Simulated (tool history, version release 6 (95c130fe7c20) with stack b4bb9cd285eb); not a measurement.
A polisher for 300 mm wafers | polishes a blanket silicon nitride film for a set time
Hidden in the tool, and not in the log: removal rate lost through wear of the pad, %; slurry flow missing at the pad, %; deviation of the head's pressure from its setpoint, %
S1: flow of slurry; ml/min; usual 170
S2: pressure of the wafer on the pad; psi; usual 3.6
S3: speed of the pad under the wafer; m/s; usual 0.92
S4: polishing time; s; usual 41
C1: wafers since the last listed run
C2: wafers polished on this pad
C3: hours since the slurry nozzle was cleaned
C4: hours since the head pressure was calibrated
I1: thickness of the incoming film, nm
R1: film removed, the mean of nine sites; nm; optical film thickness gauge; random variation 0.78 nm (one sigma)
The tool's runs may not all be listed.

run	hour	S1	S2	S3	S4	C1	C2	C3	C4	I1	R1
1	0	170	4.1	0.92	41	0	1091	62.7	856.7	594.9	65.3
2	59.1	170	4.1	0.92	41	531	1623	121.8	915.8	598.2	65.3
3	88.9	170	3.6	0.92	41	268	1891	151.6	945.6	594.3	58.1
4	139.5	170	3.6	0.92	41	455	2346	202.2	996.2	600.9	57.4
5	171.3	170	3.6	0.7	44	286	2632	234	1028	589	52.1
6	220.2	170	3.6	1.1	41	439	3072	282.9	1076.9	590.6	60.7
7	252.7	170	3.6	1.1	41	292	3364	315.4	1109.4	591.9	60.2
# hour 297.2: worn pad replaced by a new one
8	297.7	170	3.6	0.92	41	368	4	360.4	1154.4	589.6	61.8
# hour 320.1: head pressure recalibrated
# hour 344.3: slurry nozzle cleaned
9	362.7	170	3.6	0.92	41	557	562	18.4	42.6	589.2	60.4
10	387.2	170	3.6	0.92	41	220	782	42.9	67.1	601.1	58.8
11	445.1	170	3.6	0.84	41	520	1303	100.8	125	593.8	54.7
12	474.6	170	3.6	0.84	41	265	1569	130.3	154.5	595.7	54.8
13	548.9	170	3.6	0.84	41	668	2237	204.6	228.8	576.5	53.9
14	587.4	170	3.6	0.92	41	346	2583	243.1	267.3	598	56.1
15	636.2	185	2.5	0.66	46	438	3022	291.9	316.1	584.9	40.6
16	701	150	3.6	0.78	34	582	3605	356.7	380.9	589.7	39.3
17	772.5	190	4	1.2	53	643	4248	428.2	452.4	597.1	84.2
# hour 798: worn pad replaced by a new one
18	829.5	170	3.6	0.76	41	476	283	485.2	509.4	603	52.9
# hour 837.5: slurry nozzle cleaned
19	858.2	170	3.6	0.92	47	249	532	20.7	538.1	580.6	70.1
20	909.4	140	3.6	1.18	37	460	992	71.9	589.3	592.2	59.3
21	939	170	3.6	0.92	41	266	1259	101.5	618.9	597.2	58.4
22	995.1	170	4.6	0.92	41	504	1763	157.6	675	595.3	69.9
23	1044.5	170	3.6	0.92	41	444	2208	207	724.4	586.8	55.8
24	1109.7	170	2.9	0.7	41	586	2794	272.2	789.6	583.2	41.8
25	1142.3	170	2.6	1.14	41	293	3087	304.8	822.2	583	48.5
26	1200.3	170	3.6	0.92	41	521	3609	362.8	880.2	594.4	53.6
# hour 1248.7: slurry nozzle cleaned
# hour 1258.6: worn pad replaced by a new one
27	1348.6	170	3.6	0.68	41	1289	809	99.9	1028.5	590	51.8
28	1375.1	195	2.9	0.92	41	238	1047	126.4	1055	600	51.9
29	1400.1	150	3.6	1.12	41	224	1272	151.4	1080	593.4	62.3
30	1470.7	170	3.1	0.92	41	635	1907	222	1150.6	587.9	51.2
# hour 1527.2: head pressure recalibrated
31	1531.4	210	4.7	0.66	37	528	2435	282.7	4.2	592.2	55.8
32	1594.7	170	3.6	0.92	41	569	3005	346	67.5	597.7	55.3
33	1639.2	125	3.6	0.92	51	400	3405	390.5	112	582.4	62.7
34	1700.6	205	2.5	0.64	49	552	3958	451.9	173.4	592.1	42.9

Forecast run 35:
# hour 1708.1: worn pad replaced by a new one
35	1740.9	170	3.6	0.62	47	326	295	492.2	213.7	578.8	?

{"run 35": {"R1": 58.3}}
Without the tool's hidden state the same run would have given R1 65.1 nm.
